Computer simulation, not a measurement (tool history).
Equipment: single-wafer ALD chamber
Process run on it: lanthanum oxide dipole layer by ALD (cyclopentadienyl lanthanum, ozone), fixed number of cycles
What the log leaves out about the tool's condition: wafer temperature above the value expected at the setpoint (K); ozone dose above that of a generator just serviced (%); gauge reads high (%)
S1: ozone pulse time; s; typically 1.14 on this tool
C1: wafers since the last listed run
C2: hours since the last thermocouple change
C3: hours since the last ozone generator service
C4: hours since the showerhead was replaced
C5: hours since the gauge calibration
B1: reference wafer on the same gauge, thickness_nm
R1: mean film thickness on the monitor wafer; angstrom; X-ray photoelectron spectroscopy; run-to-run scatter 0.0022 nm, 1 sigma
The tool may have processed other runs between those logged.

Run 1, hour 0: usual settings but S1 1.45 s; C1 0; C2 1693.8; C3 291; C4 4111.9; C5 189.3; B1 0.438. Result: R1 5.71 angstrom.
Run 2, hour 30.3: usual settings but S1 1.45 s; C1 320; C2 1724.1; C3 321.3; C4 4142.2; C5 219.6; B1 0.438. Result: R1 5.69 angstrom.
Run 3, hour 55.4: usual settings but S1 1.45 s; C1 265; C2 1749.2; C3 346.4; C4 4167.3; C5 244.7; B1 0.437. Result: R1 5.67 angstrom.
Run 4, hour 69.5: usual settings but S1 0.82 s; C1 149; C2 1763.3; C3 360.5; C4 4181.4; C5 258.8; B1 0.437. Result: R1 4.1 angstrom.
Run 5, hour 104.4: usual settings but S1 0.82 s; C1 369; C2 1798.2; C3 395.4; C4 4216.3; C5 293.7; B1 0.437. Result: R1 4.15 angstrom.
Run 6, hour 211.4: usual settings but S1 1.01 s; C1 1132; C2 1905.2; C3 502.4; C4 4323.3; C5 400.7; B1 0.436. Result: R1 4.95 angstrom.
At hour 223.2: ozone generator serviced.
Run 7, hour 229.4: usual settings but S1 1.01 s; C1 105; C2 1923.2; C3 6.2; C4 4341.3; C5 418.7; B1 0.436. Result: R1 4.95 angstrom.
Run 8, hour 281.4: usual settings but S1 0.93 s; C1 550; C2 1975.2; C3 58.2; C4 4393.3; C5 470.7; B1 0.435. Result: R1 4.65 angstrom.
At hour 296.9: showerhead replaced.
Run 9, hour 297.6: usual settings; C1 86; C2 1991.4; C3 74.4; C4 0.7; C5 486.9; B1 0.435. Result: R1 5.29 angstrom.
Run 10, hour 311.4: usual settings; C1 146; C2 2005.2; C3 88.2; C4 14.5; C5 500.7; B1 0.435. Result: R1 5.27 angstrom.
Run 11, hour 328.1: usual settings; C1 176; C2 2021.9; C3 104.9; C4 31.2; C5 517.4; B1 0.435. Result: R1 5.26 angstrom.
Run 12, hour 344.4: usual settings; C1 172; C2 2038.2; C3 121.2; C4 47.5; C5 533.7; B1 0.435. Result: R1 5.28 angstrom.
At hour 365.9: thermocouple changed; heater temperature recalibrated.
Run 13, hour 366.4: usual settings; C1 148; C2 0.5; C3 143.2; C4 69.5; C5 555.7; B1 0.435. Result: R1 5.26 angstrom.
Run 14, hour 373.9: usual settings; C1 79; C2 8; C3 150.7; C4 77; C5 563.2; B1 0.434. Result: R1 5.28 angstrom.
Run 15, hour 399.2: usual settings; C1 267; C2 33.3; C3 176; C4 102.3; C5 588.5; B1 0.434. Result: R1 5.25 angstrom.
Run 16, hour 425.5: usual settings but S1 1.5 s; C1 278; C2 59.6; C3 202.3; C4 128.6; C5 614.8; B1 0.434. Result: R1 5.72 angstrom.
Run 17, hour 460.5: usual settings but S1 0.8 s; C1 370; C2 94.6; C3 237.3; C4 163.6; C5 649.8; B1 0.434. Result: R1 3.94 angstrom.
Run 18, hour 488.1: usual settings; C1 292; C2 122.2; C3 264.9; C4 191.2; C5 677.4; B1 0.433. Result: R1 5.28 angstrom.
Run 19, hour 507.6: usual settings; C1 206; C2 141.7; C3 284.4; C4 210.7; C5 696.9; B1 0.433. Result: R1 5.27 angstrom.
At hour 531.4: gauge calibrated.
Run 20, hour 541.6: usual settings but S1 0.99 s; C1 359; C2 175.7; C3 318.4; C4 244.7; C5 10.2; B1 0.441. Result: R1 4.92 angstrom.
Run 21, hour 554.8: usual settings but S1 0.96 s; C1 139; C2 188.9; C3 331.6; C4 257.9; C5 23.4; B1 0.441. Result: R1 4.83 angstrom.
Run 22, hour 586.5: usual settings but S1 0.75 s; C1 335; C2 220.6; C3 363.3; C4 289.6; C5 55.1; B1 0.44. Result: R1 3.66 angstrom.
Run 23, hour 611.7: usual settings but S1 0.87 s; C1 266; C2 245.8; C3 388.5; C4 314.8; C5 80.3; B1 0.44. Result: R1 4.42 angstrom.
Run 24, hour 625.7: usual settings; C1 148; C2 259.8; C3 402.5; C4 328.8; C5 94.3; B1 0.439. Result: R1 5.36 angstrom.
Run 25, hour 645.9: usual settings; C1 213; C2 280; C3 422.7; C4 349; C5 114.5; B1 0.44. Result: R1 5.35 angstrom.
Run 26, hour 665.8: usual settings but S1 0.85 s; C1 210; C2 299.9; C3 442.6; C4 368.9; C5 134.4; B1 0.439. Result: R1 4.32 angstrom.
Run 27, hour 685.2: usual settings; C1 205; C2 319.3; C3 462; C4 388.3; C5 153.8; B1 0.439. Result: R1 5.34 angstrom.
Run 28, hour 715: usual settings but S1 0.84 s; C1 315; C2 349.1; C3 491.8; C4 418.1; C5 183.6; B1 0.439. Result: R1 4.25 angstrom.
Run 29, hour 729.3: usual settings but S1 0.69 s; C1 151; C2 363.4; C3 506.1; C4 432.4; C5 197.9; B1 0.439. Result: R1 3.12 angstrom.

Predict each of these 3 candidate next runs independently; none follows another, all start after run 29:
Run A, hour 729.7: usual settings but S1 1.29 s; C1 4; C2 363.8; C3 506.5; C4 432.8; C5 198.3; B1 ?. Result: R1 ?.
Run B, hour 729.7: usual settings but S1 1.48 s; C1 4; C2 363.8; C3 506.5; C4 432.8; C5 198.3; B1 ?. Result: R1 ?.
Run C, hour 729.7: usual settings but S1 1.37 s; C1 4; C2 363.8; C3 506.5; C4 432.8; C5 198.3; B1 ?. Result: R1 ?.

run     B1    R1
  A  0.439  5.58
  B  0.439  5.75
  C  0.439  5.66
Stripped of hidden state, with their random variation kept, the same runs would have yielded:
run    R1
  A   5.6
  B  5.78
  C  5.69
